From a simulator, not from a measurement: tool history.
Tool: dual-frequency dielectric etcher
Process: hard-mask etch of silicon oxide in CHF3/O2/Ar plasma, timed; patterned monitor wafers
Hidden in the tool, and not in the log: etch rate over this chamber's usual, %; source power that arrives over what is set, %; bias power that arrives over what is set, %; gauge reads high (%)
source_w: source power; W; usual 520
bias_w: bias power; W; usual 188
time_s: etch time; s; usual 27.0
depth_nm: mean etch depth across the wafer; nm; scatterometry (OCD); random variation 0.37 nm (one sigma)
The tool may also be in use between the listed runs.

run   hour  source_w  bias_w  time_s  wafers since the last listed run  hours since the last wet clean  hours since the last source power generator calibration  hours since the last bias power generator calibration  hours since the last upper electrode change  hours since the gauge calibration  read-back reference wafer on the same gauge, depth_nm  depth_nm
  1    0.0       560     200    27.0                                 0                           151.5                                                   3367.4                                                 4483.1                                       5306.9                              145.5                                                   53.7      53.4
  2   16.8       520     188    27.0                               301                           168.3                                                   3384.2                                                 4499.9                                       5323.7                              162.3                                                   53.7      50.5
  3   50.5       520     188    27.0                               605                           202.0                                                   3417.9                                                 4533.6                                       5357.4                              196.0                                                   53.9      50.9
  4   85.8       520     188    27.0                               634                           237.3                                                   3453.2                                                 4568.9                                       5392.7                              231.3                                                   53.5      50.7
  5  100.6       520     188    27.0                               265                           252.1                                                   3468.0                                                 4583.7                                       5407.5                              246.1                                                   53.8      50.0
  6  133.0       520     188    22.0                               582                           284.5                                                   3500.4                                                 4616.1                                       5439.9                              278.5                                                   53.7      41.2
  7  156.0       520     188    22.0                               413                           307.5                                                   3523.4                                                 4639.1                                       5462.9                              301.5                                                   53.6      41.0
     190.5  -- upper electrode replaced
     212.8  -- wet clean of the chamber
  8  213.3       520     188    22.0                               198                             0.5                                                   3580.7                                                 4696.4                                         22.8                              358.8                                                   53.8      43.3
  9  218.1       520     188    31.5                                86                             5.3                                                   3585.5                                                 4701.2                                         27.6                              363.6                                                   53.7      61.7
     245.4  -- gauge calibrated
 10  252.0       520     188    27.0                               608                            39.2                                                   3619.4                                                 4735.1                                         61.5                                6.6                                                   53.6      52.8
     272.3  -- source power generator calibrated
     274.1  -- bias power generator calibrated
 11  274.6       520     188    27.0                               300                            61.8                                                      2.3                                                    0.5                                         84.1                               29.2                                                   53.8      52.3
 12  284.3       580     188    33.5                               174                            71.5                                                     12.0                                                   10.2                                         93.8                               38.9                                                   53.6      67.6
 13  304.0       630     174    19.5                               353                            91.2                                                     31.7                                                   29.9                                        113.5                               58.6                                                   53.7      40.2
 14  332.7       520     188    27.0                               515                           119.9                                                     60.4                                                   58.6                                        142.2                               87.3                                                   53.7      52.3
 15  352.7       570     229    30.5                               359                           139.9                                                     80.4                                                   78.6                                        162.2                              107.3                                                   53.8      62.5

Run 16 comes next. What will it give?
 16  379.0       490     144    29.5                               472                           166.2                                                    106.7                                                  104.9                                        188.5                              133.6                                                      ?         ?

read-back reference wafer on the same gauge, depth_nm: 53.6
depth_nm: 53.0 nm
Without the tool's hidden state the same run would have given depth_nm 53.8 nm.
